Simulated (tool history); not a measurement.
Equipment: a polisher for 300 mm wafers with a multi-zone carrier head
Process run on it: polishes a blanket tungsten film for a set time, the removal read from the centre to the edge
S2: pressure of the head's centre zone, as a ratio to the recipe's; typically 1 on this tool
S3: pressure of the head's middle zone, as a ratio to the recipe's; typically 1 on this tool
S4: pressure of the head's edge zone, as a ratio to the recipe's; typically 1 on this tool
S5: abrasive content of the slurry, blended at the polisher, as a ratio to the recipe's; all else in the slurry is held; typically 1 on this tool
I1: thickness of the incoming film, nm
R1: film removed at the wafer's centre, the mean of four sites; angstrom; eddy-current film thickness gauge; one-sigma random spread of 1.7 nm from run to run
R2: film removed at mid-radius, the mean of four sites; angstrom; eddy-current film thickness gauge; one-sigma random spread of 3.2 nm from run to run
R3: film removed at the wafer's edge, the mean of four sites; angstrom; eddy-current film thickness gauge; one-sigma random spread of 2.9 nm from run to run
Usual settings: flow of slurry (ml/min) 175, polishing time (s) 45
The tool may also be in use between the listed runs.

Run 1, hour 0: usual settings but flow of slurry (ml/min) 210; I1 993.5. Result: R1 2229 angstrom, R2 2242 angstrom, R3 2189 angstrom.
Run 2, hour 54.2: usual settings but flow of slurry (ml/min) 210; I1 998.2. Result: R1 2226 angstrom, R2 2317 angstrom, R3 2204 angstrom.
Run 3, hour 151.1: usual settings; I1 977.1. Result: R1 2145 angstrom, R2 2121 angstrom, R3 2122 angstrom.
Run 4, hour 208.9: usual settings; I1 975.8. Result: R1 2118 angstrom, R2 2178 angstrom, R3 2114 angstrom.
Run 5, hour 382.4: usual settings; I1 983.7. Result: R1 2245 angstrom, R2 2269 angstrom, R3 2254 angstrom.
Run 6, hour 437.6: usual settings; I1 986.6. Result: R1 2221 angstrom, R2 2218 angstrom, R3 2201 angstrom.
Run 7, hour 522.6: usual settings but flow of slurry (ml/min) 120, S3 1.12, S5 0.8, polishing time (s) 38; I1 977.5. Result: R1 1582 angstrom, R2 1779 angstrom, R3 1637 angstrom.
Run 8, hour 612.8: usual settings; I1 959.6. Result: R1 2161 angstrom, R2 2164 angstrom, R3 2134 angstrom.
Run 9, hour 710.6: usual settings but flow of slurry (ml/min) 235, S3 1.08, S5 1.25, polishing time (s) 52; I1 971.1. Result: R1 2774 angstrom, R2 2946 angstrom, R3 2714 angstrom.
Run 10, hour 802.3: usual settings; I1 974.6. Result: R1 2152 angstrom, R2 2160 angstrom, R3 2140 angstrom.
Run 11, hour 907.2: usual settings but polishing time (s) 35; I1 973.6. Result: R1 1739 angstrom, R2 1732 angstrom, R3 1700 angstrom.
Run 12, hour 977.1: usual settings; I1 989.5. Result: R1 2202 angstrom, R2 2189 angstrom, R3 2081 angstrom.
Run 13, hour 1072.7: usual settings; I1 975.4. Result: R1 2136 angstrom, R2 2243 angstrom, R3 2174 angstrom.
Run 14, hour 1109: usual settings but S4 1.12, S5 0.85, polishing time (s) 56; I1 983.2. Result: R1 2604 angstrom, R2 2595 angstrom, R3 2675 angstrom.
Run 15, hour 1207.3: usual settings; I1 985.8. Result: R1 2147 angstrom, R2 2159 angstrom, R3 2100 angstrom.
Run 16, hour 1299.3: usual settings but flow of slurry (ml/min) 215; I1 965.5. Result: R1 2208 angstrom, R2 2236 angstrom, R3 2180 angstrom.
Run 17, hour 1344.2: usual settings but flow of slurry (ml/min) 215, S2 1.05, polishing time (s) 32; I1 988.2. Result: R1 1731 angstrom, R2 1656 angstrom, R3 1620 angstrom.
Run 18, hour 1437.2: usual settings but flow of slurry (ml/min) 160, S2 1.03, S4 1.08, polishing time (s) 55; I1 975.9. Result: R1 2716 angstrom, R2 2694 angstrom, R3 2688 angstrom.
Run 19, hour 1505.4: usual settings but flow of slurry (ml/min) 140, S4 1.05, S5 0.8, polishing time (s) 59; I1 994.7. Result: R1 2587 angstrom, R2 2641 angstrom, R3 2636 angstrom.
Run 20, hour 1611: usual settings but flow of slurry (ml/min) 125, S3 0.91, S4 1.09; I1 959.7. Result: R1 2002 angstrom, R2 1872 angstrom, R3 2105 angstrom.
Run 21, hour 1698.9: usual settings but flow of slurry (ml/min) 195, S2 0.95, S4 0.95, polishing time (s) 39; I1 976.8. Result: R1 1828 angstrom, R2 1910 angstrom, R3 1831 angstrom.

Withheld: 12 entries from between the runs. Position of each, and hidden state at the listed run before versus the listed run after:
In the gap between runs 3 and 4: carrier head's membrane replaced by a new one (hour 177.2)
  removal rate lost through wear of the pad, %: 4.94 -> 5.11
  what was measured, less what the result would be without the hidden state, R1: -111 -> -114 angstrom; R2: -110 -> -117 angstrom; R3: -110 -> -114 angstrom
In the gap between runs 4 and 5: edge zone pressure recalibrated (hour 254.8); worn pad replaced by a new one (hour 325)
  removal rate lost through wear of the pad, %: 5.11 -> 1.71
  what was measured, less what the result would be without the hidden state, R1: -114 -> -39 angstrom; R2: -117 -> -39 angstrom; R3: -114 -> -40 angstrom
In the gap between runs 5 and 6: centre zone pressure recalibrated (hour 409.2)
  removal rate lost through wear of the pad, %: 1.71 -> 2.68
  what was measured, less what the result would be without the hidden state, R1: -39 -> -61 angstrom; R2: -39 -> -61 angstrom; R3: -40 -> -61 angstrom
In the gap between runs 6 and 7: slurry nozzle cleaned (hour 498.2)
  removal rate lost through wear of the pad, %: 2.68 -> 3.65
  what was measured, less what the result would be without the hidden state, R1: -61 -> -60 angstrom; R2: -61 -> -68 angstrom; R3: -61 -> -62 angstrom
In the gap between runs 10 and 11: worn pad replaced by a new one (hour 850)
  removal rate lost through wear of the pad, %: 4.77 -> 2.04
  what was measured, less what the result would be without the hidden state, R1: -108 -> -37 angstrom; R2: -108 -> -36 angstrom; R3: -107 -> -35 angstrom
In the gap between runs 12 and 13: slurry nozzle cleaned (hour 1001.2)
  removal rate lost through wear of the pad, %: 3.22 -> 4.19
  what was measured, less what the result would be without the hidden state, R1: -73 -> -94 angstrom; R2: -73 -> -98 angstrom; R3: -70 -> -95 angstrom
In the gap between runs 14 and 15: edge zone pressure recalibrated (hour 1167.7)
  removal rate lost through wear of the pad, %: 4.42 -> 4.85
  what was measured, less what the result would be without the hidden state, R1: -121 -> -110 angstrom; R2: -120 -> -110 angstrom; R3: -124 -> -107 angstrom
In the gap between runs 16 and 17: worn pad replaced by a new one (hour 1321.6); centre zone pressure recalibrated (hour 1324)
  removal rate lost through wear of the pad, %: 5.06 -> 0.738
  what was measured, less what the result would be without the hidden state, R1: -118 -> -13 angstrom; R2: -119 -> -12 angstrom; R3: -116 -> -12 angstrom
In the gap between runs 19 and 20: slurry nozzle cleaned (hour 1511.1); carrier head's membrane replaced by a new one (hour 1568.1)
  removal rate lost through wear of the pad, %: 3.37 -> 4.09
  what was measured, less what the result would be without the hidden state, R1: -90 -> -85 angstrom; R2: -92 -> -80 angstrom; R3: -92 -> -90 angstrom
